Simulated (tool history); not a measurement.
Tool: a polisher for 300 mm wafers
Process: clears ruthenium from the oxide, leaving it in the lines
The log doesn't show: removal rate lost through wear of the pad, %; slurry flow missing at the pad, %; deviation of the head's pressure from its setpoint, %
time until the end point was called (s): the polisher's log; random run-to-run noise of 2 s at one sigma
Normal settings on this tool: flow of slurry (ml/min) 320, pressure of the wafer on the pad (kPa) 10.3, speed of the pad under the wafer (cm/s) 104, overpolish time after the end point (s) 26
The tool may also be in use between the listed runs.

run,day,flow of slurry (ml/min),pressure of the wafer on the pad (kPa),speed of the pad under the wafer (cm/s),overpolish time after the end point (s),wafers since the last listed run,wafers polished on this pad,hours since the slurry nozzle was cleaned,hours since the head pressure was calibrated,"incoming thickness of the incoming film, nm",time until the end point was called (s)
1,0,375,10.3,122,26,0,482,242.5,1230.4,65.4,97.1
# day 0.138: slurry nozzle cleaned
2,0.529,375,10.3,122,26,143,625,9.4,1243.1,65.1,88.1
3,1.008,345,10.3,104,26,141,766,20.9,1254.6,65.6,103.4
4,1.604,345,10.3,104,26,175,942,35.2,1268.9,65.5,101.6
# day 2.112: worn pad replaced by a new one
5,2.133,345,10.3,104,26,106,5,47.9,1281.6,63.8,97.4
6,3.271,320,10.3,104,26,334,340,75.2,1308.9,64.5,98.4
7,3.929,320,10.3,104,26,193,534,91,1324.7,65.8,102.1
8,4.583,320,10.3,104,26,192,726,106.7,1340.4,65.9,104.7
9,4.938,290,12.4,104,26,104,830,115.2,1348.9,65.8,91.4
# day 5.488: worn pad replaced by a new one
10,5.6,290,12.4,104,26,145,33,131.1,1364.8,64.4,90.4
11,5.975,290,12.4,104,26,110,143,140.1,1373.8,65.8,88.4
12,6.429,320,10.3,86,26,133,277,151,1384.7,64.5,117.9
13,6.704,320,10.3,86,26,80,357,157.6,1391.3,65.3,118.3
14,6.967,395,10.3,104,26,77,435,163.9,1397.6,65.2,98.4
15,7.429,320,10.3,130,26,136,571,175,1408.7,65.6,90
16,7.762,420,10.3,104,26,98,669,183,1416.7,65.2,103.8
# day 7.875: slurry nozzle cleaned
17,8.108,275,10.3,68,37,89,758,5.6,1425,64.7,136.9
18,8.667,320,9,78,17,164,923,19,1438.4,64.4,133.1
# day 9.217: worn pad replaced by a new one, of another model than before
19,9.238,290,12.4,104,26,118,5,32.7,1452.1,66,86.9
20,9.725,280,12.4,136,37,143,149,44.4,1463.8,65.8,65.8
21,10.346,320,10.3,104,26,182,331,59.3,1478.7,64.8,102.5
22,10.862,390,11.7,132,19,152,483,71.7,1491.1,66.4,73
# day 11.25: head pressure recalibrated
23,11.367,270,10.3,104,14,123,607,83.8,2.8,64.3,99.9
24,11.825,320,10.3,104,26,134,742,94.8,13.8,64.3,102.1
25,12.379,320,10.3,104,33,163,905,108.1,27.1,65.6,99.3
# day 12.875: worn pad replaced by a new one
26,13.025,290,12.4,104,26,141,43,123.6,42.6,64.7,87.6
27,13.567,210,7.6,124,22,159,203,136.6,55.6,65.4,122.3
28,14.212,320,6.9,104,17,190,393,152.1,71.1,64.4,153.4

Consider 5 possible next runs. They are alternatives, not a sequence: every one starts from the tool as it was left by run 28. What does each give?
A,14.233,320,11.7,104,26,6,399,152.6,71.6,64.4,?
B,14.233,245,8.3,104,11,6,399,152.6,71.6,64.4,?
C,14.233,240,9,104,22,6,399,152.6,71.6,64.4,?
D,14.233,320,10.3,104,32,6,399,152.6,71.6,64.4,?
E,14.233,320,10.3,138,41,6,399,152.6,71.6,64.4,?

run,time until the end point was called (s)
A,91
B,131.2
C,121.3
D,103.1
E,77.7
Without the tool's hidden state the same runs would have given:
run,time until the end point was called (s)
A,89.5
B,128.7
C,118.9
D,101.4
E,76.4
